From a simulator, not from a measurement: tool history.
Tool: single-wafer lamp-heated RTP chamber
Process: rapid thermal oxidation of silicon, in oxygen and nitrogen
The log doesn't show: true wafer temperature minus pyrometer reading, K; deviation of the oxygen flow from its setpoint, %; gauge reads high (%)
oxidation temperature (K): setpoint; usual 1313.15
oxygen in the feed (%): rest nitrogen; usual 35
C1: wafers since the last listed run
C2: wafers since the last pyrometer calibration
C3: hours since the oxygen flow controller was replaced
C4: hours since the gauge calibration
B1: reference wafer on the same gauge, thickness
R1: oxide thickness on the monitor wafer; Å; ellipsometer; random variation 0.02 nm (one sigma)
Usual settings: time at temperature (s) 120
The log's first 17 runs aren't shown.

{"run": 18, "day": 9.454, "oxidation temperature (K)": 1313.15, "time at temperature (s)": 120, "oxygen in the feed (%)": 35, "C1": 110, "C2": 7481, "C3": 2964.1, "C4": 311.6, "B1": 5.684, "R1": 74.99}
{"run": 19, "day": 9.95, "oxidation temperature (K)": 1313.15, "time at temperature (s)": 140, "oxygen in the feed (%)": 17, "C1": 91, "C2": 7572, "C3": 2976.0, "C4": 323.5, "B1": 5.681, "R1": 62.26}
{"run": 20, "day": 11.788, "oxidation temperature (K)": 1313.15, "time at temperature (s)": 79, "oxygen in the feed (%)": 35, "C1": 339, "C2": 7912, "C3": 3020.1, "C4": 367.6, "B1": 5.678, "R1": 61.95}
{"day": 12.775, "done": "oxygen flow controller replaced"}
{"run": 21, "day": 12.796, "oxidation temperature (K)": 1313.15, "time at temperature (s)": 120, "oxygen in the feed (%)": 59, "C1": 124, "C2": 8036, "C3": 0.5, "C4": 391.8, "B1": 5.682, "R1": 90.92}
{"run": 22, "day": 12.867, "oxidation temperature (K)": 1303.15, "time at temperature (s)": 165, "oxygen in the feed (%)": 47, "C1": 13, "C2": 8049, "C3": 2.2, "C4": 393.5, "B1": 5.682, "R1": 90.44}
{"day": 13.408, "done": "pyrometer window cleaned and pyrometer calibrated"}
{"run": 23, "day": 13.429, "oxidation temperature (K)": 1289.15, "time at temperature (s)": 89, "oxygen in the feed (%)": 35, "C1": 42, "C2": 3, "C3": 15.7, "C4": 407.0, "B1": 5.678, "R1": 52.55}
{"run": 24, "day": 14.1, "oxidation temperature (K)": 1338.15, "time at temperature (s)": 92, "oxygen in the feed (%)": 35, "C1": 123, "C2": 127, "C3": 31.8, "C4": 423.1, "B1": 5.679, "R1": 74.34}
{"day": 14.325, "done": "gauge calibrated"}
{"run": 25, "day": 14.771, "oxidation temperature (K)": 1301.15, "time at temperature (s)": 77, "oxygen in the feed (%)": 35, "C1": 123, "C2": 251, "C3": 47.9, "C4": 10.7, "B1": 5.681, "R1": 53.94}
{"run": 26, "day": 15.175, "oxidation temperature (K)": 1338.15, "time at temperature (s)": 142, "oxygen in the feed (%)": 22, "C1": 74, "C2": 326, "C3": 57.6, "C4": 20.4, "B1": 5.677, "R1": 76.83}
{"run": 27, "day": 15.617, "oxidation temperature (K)": 1313.15, "time at temperature (s)": 120, "oxygen in the feed (%)": 35, "C1": 81, "C2": 407, "C3": 68.2, "C4": 31.0, "B1": 5.673, "R1": 71.54}
{"run": 28, "day": 16.288, "oxidation temperature (K)": 1313.15, "time at temperature (s)": 148, "oxygen in the feed (%)": 17, "C1": 123, "C2": 531, "C3": 84.3, "C4": 47.1, "B1": 5.679, "R1": 61.1}
{"run": 29, "day": 16.838, "oxidation temperature (K)": 1289.15, "time at temperature (s)": 120, "oxygen in the feed (%)": 53, "C1": 101, "C2": 633, "C3": 97.5, "C4": 60.3, "B1": 5.676, "R1": 69.61}
{"run": 30, "day": 17.483, "oxidation temperature (K)": 1313.15, "time at temperature (s)": 76, "oxygen in the feed (%)": 17, "C1": 119, "C2": 752, "C3": 113.0, "C4": 75.8, "B1": 5.684, "R1": 45.79}
{"run": 31, "day": 17.792, "oxidation temperature (K)": 1313.15, "time at temperature (s)": 120, "oxygen in the feed (%)": 52, "C1": 56, "C2": 809, "C3": 120.4, "C4": 83.2, "B1": 5.685, "R1": 82.55}
{"run": 32, "day": 18.208, "oxidation temperature (K)": 1313.15, "time at temperature (s)": 120, "oxygen in the feed (%)": 59, "C1": 76, "C2": 886, "C3": 130.4, "C4": 93.2, "B1": 5.676, "R1": 86.63}

Forecast each of these 3 alternatives for the next run:
{"run": "A", "day": 18.229, "oxidation temperature (K)": 1313.15, "time at temperature (s)": 120, "oxygen in the feed (%)": 35, "C1": 3, "C2": 890, "C3": 130.9, "C4": 93.7, "B1": "?", "R1": "?"}
{"run": "B", "day": 18.229, "oxidation temperature (K)": 1330.15, "time at temperature (s)": 144, "oxygen in the feed (%)": 35, "C1": 3, "C2": 890, "C3": 130.9, "C4": 93.7, "B1": "?", "R1": "?"}
{"run": "C", "day": 18.229, "oxidation temperature (K)": 1293.15, "time at temperature (s)": 87, "oxygen in the feed (%)": 57, "C1": 3, "C2": 890, "C3": 130.9, "C4": 93.7, "B1": "?", "R1": "?"}

run=A B1=5.681 R1=71.91
run=B B1=5.681 R1=87.70
run=C B1=5.681 R1=64.33
Without the tool's hidden state the same runs would have given:
run=A R1=69.84
run=B R1=85.22
run=C R1=62.42

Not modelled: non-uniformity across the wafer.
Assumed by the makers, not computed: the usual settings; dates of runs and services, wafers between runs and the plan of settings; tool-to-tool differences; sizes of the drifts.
